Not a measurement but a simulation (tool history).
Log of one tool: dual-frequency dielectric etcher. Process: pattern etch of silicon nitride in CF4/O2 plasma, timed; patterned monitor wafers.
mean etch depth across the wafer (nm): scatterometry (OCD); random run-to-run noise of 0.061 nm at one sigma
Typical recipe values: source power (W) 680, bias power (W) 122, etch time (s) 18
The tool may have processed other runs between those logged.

run	hour	source power (W)	bias power (W)	etch time (s)	read-back reference wafer on the same gauge, depth_nm	mean etch depth across the wafer (nm)
1	0	680	109	18	37.88	37.77
2	14.7	680	109	18	37.88	37.73
3	46	680	109	18	37.92	37.71
4	72.4	680	122	18	37.9	39.54
5	163.1	680	122	21	37.88	46.2
6	196	680	122	21	37.9	46.18
7	215	680	122	21	37.91	46.37
8	228.4	680	122	18	37.9	39.72
9	259.4	680	122	18	37.89	39.61
10	289.5	680	122	18	37.89	39.62
# hour 346.5: source power generator calibrated
11	376.4	770	122	20.5	37.91	49.74
# hour 396.5: gauge calibrated
# hour 403.8: bias power generator calibrated
# hour 418: wet clean of the chamber
12	418.5	680	137	16.5	37.91	38.6
13	427.6	680	122	18	37.93	40.05
14	454.7	820	122	22	37.92	54.8
# hour 494.4: upper electrode replaced
15	494.9	680	136	16	37.9	37.36
16	512	740	97	18	37.89	38.45
17	535.1	800	93	13.5	37.9	29.77
18	547.7	810	106	18	37.92	42.31
19	633.4	760	122	23	37.9	54.99
20	648.3	630	140	15	37.91	34.06
21	681.4	730	135	14.5	37.93	35.4
22	705.7	680	122	18	37.91	40.39

For some of the steps in mean etch depth across the wafer (nm) from one run to the next: how much would appear even if the tool had no hidden state, given the settings, what came in and random variation, and how much remains for the hidden state plus any gauge scatter that the measured result and the result without hidden state don't share?
Hidden state at play: etch rate over this chamber's usual, %; source power that arrives over what is set, %; bias power that arrives over what is set, %; gauge reads high (%).
Run 10 -> 11: source power (W) 680 -> 770, etch time (s) 18 -> 20.5, source power generator calibrated. mean etch depth across the wafer (nm) +10.12: hidden state +1.07, all else +9.05.
Run 11 -> 12: source power (W) 770 -> 680, bias power (W) 122 -> 137, etch time (s) 20.5 -> 16.5, gauge calibrated, bias power generator calibrated, wet clean of the chamber. mean etch depth across the wafer (nm) -11.14: hidden state -0.58, all else -10.56.
Run 14 -> 15: source power (W) 820 -> 680, bias power (W) 122 -> 136, etch time (s) 22 -> 16, upper electrode replaced. mean etch depth across the wafer (nm) -17.44: hidden state +0.07, all else -17.51.
Run 19 -> 20: source power (W) 760 -> 630, bias power (W) 122 -> 140, etch time (s) 23 -> 15. mean etch depth across the wafer (nm) -20.93: hidden state -0.04, all else -20.89.
